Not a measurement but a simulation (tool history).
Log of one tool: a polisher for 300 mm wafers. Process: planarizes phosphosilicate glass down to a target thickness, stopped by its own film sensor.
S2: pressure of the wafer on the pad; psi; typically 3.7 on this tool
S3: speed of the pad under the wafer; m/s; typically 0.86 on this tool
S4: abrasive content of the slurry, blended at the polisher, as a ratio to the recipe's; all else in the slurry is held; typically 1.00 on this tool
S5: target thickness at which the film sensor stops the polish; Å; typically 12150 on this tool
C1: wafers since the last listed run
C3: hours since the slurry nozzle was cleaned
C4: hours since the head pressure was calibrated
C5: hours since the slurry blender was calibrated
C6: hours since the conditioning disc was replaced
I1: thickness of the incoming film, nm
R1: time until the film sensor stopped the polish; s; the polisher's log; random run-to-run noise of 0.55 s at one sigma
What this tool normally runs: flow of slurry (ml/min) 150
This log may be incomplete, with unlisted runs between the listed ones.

run 1 day=0.000 | flow_of_slurry_(ml/min)=150 S2=4.2 S3=0.86 S4=1.05 S5=12150 | C1=0 wafers_polished_on_this_pad=1002 C3=119.6 C4=1059.9 C5=53.7 C6=419.1 | I1=1748.6 | R1=42.0
run 2 day=0.646 | flow_of_slurry_(ml/min)=150 S2=4.2 S3=0.86 S4=1.05 S5=12150 | C1=185 wafers_polished_on_this_pad=1187 C3=135.1 C4=1075.4 C5=69.2 C6=434.6 | I1=1744.0 | R1=41.6
run 3 day=1.742 | flow_of_slurry_(ml/min)=150 S2=3.7 S3=0.86 S4=1.00 S5=12150 | C1=314 wafers_polished_on_this_pad=1502 C3=161.4 C4=1101.7 C5=95.5 C6=460.9 | I1=1774.0 | R1=50.4
-- day=3.000 conditioning disc replaced and pad reconditioned
run 4 day=3.083 | flow_of_slurry_(ml/min)=150 S2=3.7 S3=0.86 S4=1.00 S5=12150 | C1=361 wafers_polished_on_this_pad=1863 C3=193.6 C4=1133.9 C5=127.7 C6=2.0 | I1=1759.5 | R1=49.5
-- day=4.004 worn pad replaced by a new one
run 5 day=4.025 | flow_of_slurry_(ml/min)=150 S2=3.7 S3=0.86 S4=0.95 S5=12150 | C1=222 wafers_polished_on_this_pad=5 C3=216.2 C4=1156.5 C5=150.3 C6=24.6 | I1=1771.0 | R1=52.9
-- day=4.208 slurry blender recalibrated
run 6 day=5.254 | flow_of_slurry_(ml/min)=150 S2=3.7 S3=0.86 S4=0.95 S5=12150 | C1=329 wafers_polished_on_this_pad=335 C3=245.7 C4=1186.0 C5=25.1 C6=54.1 | I1=1775.7 | R1=50.0
run 7 day=5.946 | flow_of_slurry_(ml/min)=150 S2=3.7 S3=0.86 S4=0.95 S5=12150 | C1=198 wafers_polished_on_this_pad=533 C3=262.3 C4=1202.6 C5=41.7 C6=70.7 | I1=1723.8 | R1=45.9
run 8 day=7.133 | flow_of_slurry_(ml/min)=150 S2=2.9 S3=0.86 S4=1.00 S5=12150 | C1=341 wafers_polished_on_this_pad=874 C3=290.8 C4=1231.1 C5=70.2 C6=99.2 | I1=1770.6 | R1=60.4
run 9 day=8.450 | flow_of_slurry_(ml/min)=150 S2=3.7 S3=0.86 S4=0.75 S5=12150 | C1=378 wafers_polished_on_this_pad=1253 C3=322.4 C4=1262.7 C5=101.8 C6=130.8 | I1=1737.1 | R1=52.1
run 10 day=9.692 | flow_of_slurry_(ml/min)=105 S2=4.9 S3=0.86 S4=1.00 S5=12150 | C1=356 wafers_polished_on_this_pad=1609 C3=352.2 C4=1292.5 C5=131.6 C6=160.6 | I1=1739.1 | R1=39.1
-- day=10.396 worn pad replaced by a new one
run 11 day=10.525 | flow_of_slurry_(ml/min)=150 S2=3.7 S3=0.86 S4=1.00 S5=12150 | C1=191 wafers_polished_on_this_pad=37 C3=372.2 C4=1312.5 C5=151.6 C6=180.6 | I1=1752.0 | R1=49.2
-- day=10.679 slurry blender recalibrated
-- day=10.825 head pressure recalibrated
-- day=11.862 slurry nozzle cleaned
run 12 day=11.888 | flow_of_slurry_(ml/min)=150 S2=4.6 S3=0.86 S4=1.30 S5=12150 | C1=331 wafers_polished_on_this_pad=368 C3=0.6 C4=25.5 C5=29.0 C6=213.3 | I1=1739.7 | R1=38.5
run 13 day=12.475 | flow_of_slurry_(ml/min)=150 S2=3.1 S3=0.86 S4=1.00 S5=11560 | C1=168 wafers_polished_on_this_pad=537 C3=14.7 C4=39.6 C5=43.1 C6=227.4 | I1=1782.9 | R1=70.9
run 14 day=13.725 | flow_of_slurry_(ml/min)=150 S2=3.7 S3=1.08 S4=0.85 S5=12150 | C1=359 wafers_polished_on_this_pad=896 C3=44.7 C4=69.6 C5=73.1 C6=257.4 | I1=1751.1 | R1=46.0
run 15 day=14.588 | flow_of_slurry_(ml/min)=150 S2=3.7 S3=0.86 S4=1.00 S5=12150 | C1=247 wafers_polished_on_this_pad=1144 C3=65.4 C4=90.3 C5=93.8 C6=278.1 | I1=1759.0 | R1=51.9
run 16 day=16.062 | flow_of_slurry_(ml/min)=110 S2=3.0 S3=0.86 S4=1.15 S5=11410 | C1=423 wafers_polished_on_this_pad=1568 C3=100.8 C4=125.7 C5=129.2 C6=313.5 | I1=1757.0 | R1=71.6
-- day=16.829 worn pad replaced by a new one
run 17 day=16.912 | flow_of_slurry_(ml/min)=150 S2=3.7 S3=0.86 S4=1.00 S5=12150 | C1=196 wafers_polished_on_this_pad=24 C3=121.2 C4=146.1 C5=149.6 C6=333.9 | I1=1743.8 | R1=52.2
-- day=17.058 slurry blender recalibrated
run 18 day=18.225 | flow_of_slurry_(ml/min)=150 S2=5.0 S3=0.62 S4=1.25 S5=10830 | C1=353 wafers_polished_on_this_pad=377 C3=152.7 C4=177.6 C5=28.0 C6=365.4 | I1=1774.4 | R1=59.5
run 19 day=19.212 | flow_of_slurry_(ml/min)=150 S2=2.9 S3=0.86 S4=1.30 S5=12150 | C1=283 wafers_polished_on_this_pad=661 C3=176.4 C4=201.3 C5=51.7 C6=389.1 | I1=1753.4 | R1=57.0
run 20 day=20.204 | flow_of_slurry_(ml/min)=150 S2=3.7 S3=0.86 S4=1.00 S5=12150 | C1=284 wafers_polished_on_this_pad=945 C3=200.2 C4=225.1 C5=75.5 C6=412.9 | I1=1794.6 | R1=54.2
run 21 day=21.442 | flow_of_slurry_(ml/min)=150 S2=2.5 S3=0.62 S4=1.00 S5=13850 | C1=355 wafers_polished_on_this_pad=1301 C3=229.9 C4=254.8 C5=105.2 C6=442.6 | I1=1754.9 | R1=63.4
run 22 day=22.454 | flow_of_slurry_(ml/min)=190 S2=3.2 S3=0.86 S4=1.20 S5=12150 | C1=290 wafers_polished_on_this_pad=1592 C3=254.2 C4=279.1 C5=129.5 C6=466.9 | I1=1751.4 | R1=52.8
-- day=22.883 worn pad replaced by a new one
run 23 day=23.158 | flow_of_slurry_(ml/min)=150 S2=4.1 S3=0.86 S4=1.25 S5=12150 | C1=154 wafers_polished_on_this_pad=78 C3=271.1 C4=296.0 C5=146.4 C6=483.8 | I1=1771.6 | R1=45.8
-- day=23.242 conditioning disc replaced and pad reconditioned
-- day=23.758 slurry blender recalibrated
run 24 day=25.192 | flow_of_slurry_(ml/min)=150 S2=3.7 S3=0.86 S4=1.00 S5=12150 | C1=536 wafers_polished_on_this_pad=615 C3=319.9 C4=344.8 C5=34.4 C6=46.8 | I1=1789.3 | R1=52.4

Predict each of these 5 candidate next runs independently; none follows another, all start after run 24:
run A day=25.208 | flow_of_slurry_(ml/min)=150 S2=3.7 S3=0.86 S4=1.00 S5=12150 | C1=4 wafers_polished_on_this_pad=619 C3=320.3 C4=345.2 C5=34.8 C6=47.2 | I1=1751.9 | R1=?
run B day=25.208 | flow_of_slurry_(ml/min)=165 S2=4.8 S3=0.86 S4=1.00 S5=12150 | C1=4 wafers_polished_on_this_pad=619 C3=320.3 C4=345.2 C5=34.8 C6=47.2 | I1=1751.9 | R1=?
run C day=25.208 | flow_of_slurry_(ml/min)=150 S2=4.7 S3=0.86 S4=1.20 S5=12150 | C1=4 wafers_polished_on_this_pad=619 C3=320.3 C4=345.2 C5=34.8 C6=47.2 | I1=1751.9 | R1=?
run D day=25.208 | flow_of_slurry_(ml/min)=150 S2=3.7 S3=0.86 S4=1.20 S5=13020 | C1=4 wafers_polished_on_this_pad=619 C3=320.3 C4=345.2 C5=34.8 C6=47.2 | I1=1751.9 | R1=?
run E day=25.208 | flow_of_slurry_(ml/min)=150 S2=3.7 S3=1.10 S4=1.00 S5=12150 | C1=4 wafers_polished_on_this_pad=619 C3=320.3 C4=345.2 C5=34.8 C6=47.2 | I1=1751.9 | R1=?

run=A R1=50.6
run=B R1=39.9
run=C R1=38.8
run=D R1=39.9
run=E R1=41.5
What these runs would have given with no unlogged condition in the tool:
run=A R1=51.9
run=B R1=41.0
run=C R1=39.8
run=D R1=41.0
run=E R1=42.7
